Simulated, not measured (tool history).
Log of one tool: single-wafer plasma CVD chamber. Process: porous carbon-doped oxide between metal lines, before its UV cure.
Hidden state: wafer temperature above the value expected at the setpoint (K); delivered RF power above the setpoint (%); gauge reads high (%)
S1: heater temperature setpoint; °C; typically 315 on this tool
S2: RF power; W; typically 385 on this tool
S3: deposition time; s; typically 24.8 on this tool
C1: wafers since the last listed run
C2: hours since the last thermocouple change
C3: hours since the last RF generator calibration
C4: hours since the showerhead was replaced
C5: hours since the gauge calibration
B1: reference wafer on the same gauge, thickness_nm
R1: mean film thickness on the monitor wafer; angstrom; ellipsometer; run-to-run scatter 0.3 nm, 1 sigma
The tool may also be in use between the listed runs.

run 1 hour=0.0 | S1=315 S2=385 S3=24.8 | C1=0 C2=1028.8 C3=44.0 C4=2223.9 C5=726.3 | B1=124.120 | R1=1099.41
run 2 hour=103.9 | S1=315 S2=385 S3=24.8 | C1=2298 C2=1132.7 C3=147.9 C4=2327.8 C5=830.2 | B1=124.266 | R1=1093.06
run 3 hour=170.9 | S1=315 S2=385 S3=24.8 | C1=1482 C2=1199.7 C3=214.9 C4=2394.8 C5=897.2 | B1=124.365 | R1=1097.29
run 4 hour=265.0 | S1=323 S2=385 S3=21.3 | C1=2082 C2=1293.8 C3=309.0 C4=2488.9 C5=991.3 | B1=124.455 | R1=903.90
run 5 hour=346.9 | S1=323 S2=385 S3=21.3 | C1=1812 C2=1375.7 C3=390.9 C4=2570.8 C5=1073.2 | B1=124.547 | R1=909.66
run 6 hour=420.3 | S1=323 S2=385 S3=21.3 | C1=1624 C2=1449.1 C3=464.3 C4=2644.2 C5=1146.6 | B1=124.572 | R1=903.40
run 7 hour=497.0 | S1=315 S2=340 S3=24.8 | C1=1697 C2=1525.8 C3=541.0 C4=2720.9 C5=1223.3 | B1=124.640 | R1=1002.63
run 8 hour=562.7 | S1=315 S2=340 S3=24.8 | C1=1453 C2=1591.5 C3=606.7 C4=2786.6 C5=1289.0 | B1=124.754 | R1=1003.51
run 9 hour=662.1 | S1=315 S2=385 S3=25.9 | C1=2199 C2=1690.9 C3=706.1 C4=2886.0 C5=1388.4 | B1=124.760 | R1=1146.18
run 10 hour=709.7 | S1=315 S2=385 S3=25.9 | C1=1053 C2=1738.5 C3=753.7 C4=2933.6 C5=1436.0 | B1=124.839 | R1=1147.30
run 11 hour=783.7 | S1=315 S2=385 S3=25.9 | C1=1637 C2=1812.5 C3=827.7 C4=3007.6 C5=1510.0 | B1=124.782 | R1=1148.01
run 12 hour=887.0 | S1=315 S2=385 S3=24.8 | C1=2285 C2=1915.8 C3=931.0 C4=3110.9 C5=1613.3 | B1=124.731 | R1=1093.84
run 13 hour=980.4 | S1=315 S2=385 S3=24.8 | C1=2066 C2=2009.2 C3=1024.4 C4=3204.3 C5=1706.7 | B1=124.958 | R1=1102.16
run 14 hour=1071.2 | S1=315 S2=385 S3=23.2 | C1=2009 C2=2100.0 C3=1115.2 C4=3295.1 C5=1797.5 | B1=124.900 | R1=1035.06
-- hour=1133.3 gauge calibrated
run 15 hour=1157.5 | S1=315 S2=385 S3=24.8 | C1=1909 C2=2186.3 C3=1201.5 C4=3381.4 C5=24.2 | B1=121.914 | R1=1071.21
run 16 hour=1260.7 | S1=322 S2=325 S3=20.0 | C1=2283 C2=2289.5 C3=1304.7 C4=3484.6 C5=127.4 | B1=122.200 | R1=741.99
run 17 hour=1385.5 | S1=315 S2=385 S3=28.4 | C1=2761 C2=2414.3 C3=1429.5 C4=3609.4 C5=252.2 | B1=122.633 | R1=1236.38
-- hour=1571.7 thermocouple changed; heater temperature recalibrated
run 18 hour=1613.2 | S1=306 S2=320 S3=20.5 | C1=4861 C2=41.5 C3=1657.2 C4=3837.1 C5=479.9 | B1=123.233 | R1=834.19
-- hour=1658.9 RF generator calibrated
run 19 hour=1701.9 | S1=315 S2=450 S3=27.0 | C1=1785 C2=130.2 C3=43.0 C4=3925.8 C5=568.6 | B1=123.435 | R1=1330.25
run 20 hour=1749.6 | S1=301 S2=330 S3=22.1 | C1=1055 C2=177.9 C3=90.7 C4=3973.5 C5=616.3 | B1=123.512 | R1=943.46
run 21 hour=1795.1 | S1=320 S2=460 S3=20.4 | C1=1006 C2=223.4 C3=136.2 C4=4019.0 C5=661.8 | B1=123.605 | R1=1000.42
run 22 hour=1894.9 | S1=324 S2=335 S3=23.1 | C1=2208 C2=323.2 C3=236.0 C4=4118.8 C5=761.6 | B1=123.744 | R1=871.99
-- hour=1927.4 showerhead replaced
run 23 hour=1977.5 | S1=301 S2=385 S3=24.8 | C1=1650 C2=405.8 C3=318.6 C4=50.1 C5=844.2 | B1=123.862 | R1=1187.39
run 24 hour=2143.2 | S1=315 S2=385 S3=24.8 | C1=3666 C2=571.5 C3=484.3 C4=215.8 C5=1009.9 | B1=124.038 | R1=1095.26
run 25 hour=2222.3 | S1=320 S2=360 S3=21.4 | C1=1750 C2=650.6 C3=563.4 C4=294.9 C5=1089.0 | B1=124.130 | R1=880.83
run 26 hour=2305.2 | S1=315 S2=325 S3=24.8 | C1=1834 C2=733.5 C3=646.3 C4=377.8 C5=1171.9 | B1=124.218 | R1=961.16
run 27 hour=2374.7 | S1=315 S2=430 S3=29.5 | C1=1537 C2=803.0 C3=715.8 C4=447.3 C5=1241.4 | B1=124.305 | R1=1403.31
run 28 hour=2442.6 | S1=319 S2=415 S3=22.1 | C1=1502 C2=870.9 C3=783.7 C4=515.2 C5=1309.3 | B1=124.271 | R1=1012.20
run 29 hour=2547.8 | S1=315 S2=385 S3=24.8 | C1=2327 C2=976.1 C3=888.9 C4=620.4 C5=1414.5 | B1=124.389 | R1=1101.17
run 30 hour=2584.2 | S1=315 S2=360 S3=29.5 | C1=805 C2=1012.5 C3=925.3 C4=656.8 C5=1450.9 | B1=124.286 | R1=1232.12
run 31 hour=2636.6 | S1=303 S2=345 S3=24.8 | C1=1159 C2=1064.9 C3=977.7 C4=709.2 C5=1503.3 | B1=124.408 | R1=1091.93
run 32 hour=2695.0 | S1=315 S2=440 S3=24.8 | C1=1292 C2=1123.3 C3=1036.1 C4=767.6 C5=1561.7 | B1=124.452 | R1=1209.69
run 33 hour=2783.1 | S1=315 S2=385 S3=24.8 | C1=1949 C2=1211.4 C3=1124.2 C4=855.7 C5=1649.8 | B1=124.361 | R1=1099.22

The tool's hidden state at each run:
wafer temperature above the value expected at the setpoint (K): 0 across all the runs
delivered RF power above the setpoint (%): 0 across all the runs
H1: gauge reads high (%)
run=1 H1=1.75
run=2 H1=1.86
run=3 H1=1.93
run=4 H1=2.01
run=5 H1=2.08
run=6 H1=2.13
run=7 H1=2.17
run=8 H1=2.21
run=9 H1=2.26
run=10 H1=2.28
run=11 H1=2.31
run=12 H1=2.34
run=13 H1=2.37
run=14 H1=2.4
run=15 H1=-0.12
run=16 H1=0.215
run=17 H1=0.556
run=18 H1=1.04
run=19 H1=1.18
run=20 H1=1.25
run=21 H1=1.32
run=22 H1=1.44
run=23 H1=1.53
run=24 H1=1.68
run=25 H1=1.74
run=26 H1=1.8
run=27 H1=1.84
run=28 H1=1.87
run=29 H1=1.92
run=30 H1=1.94
run=31 H1=1.96
run=32 H1=1.98
run=33 H1=2.01
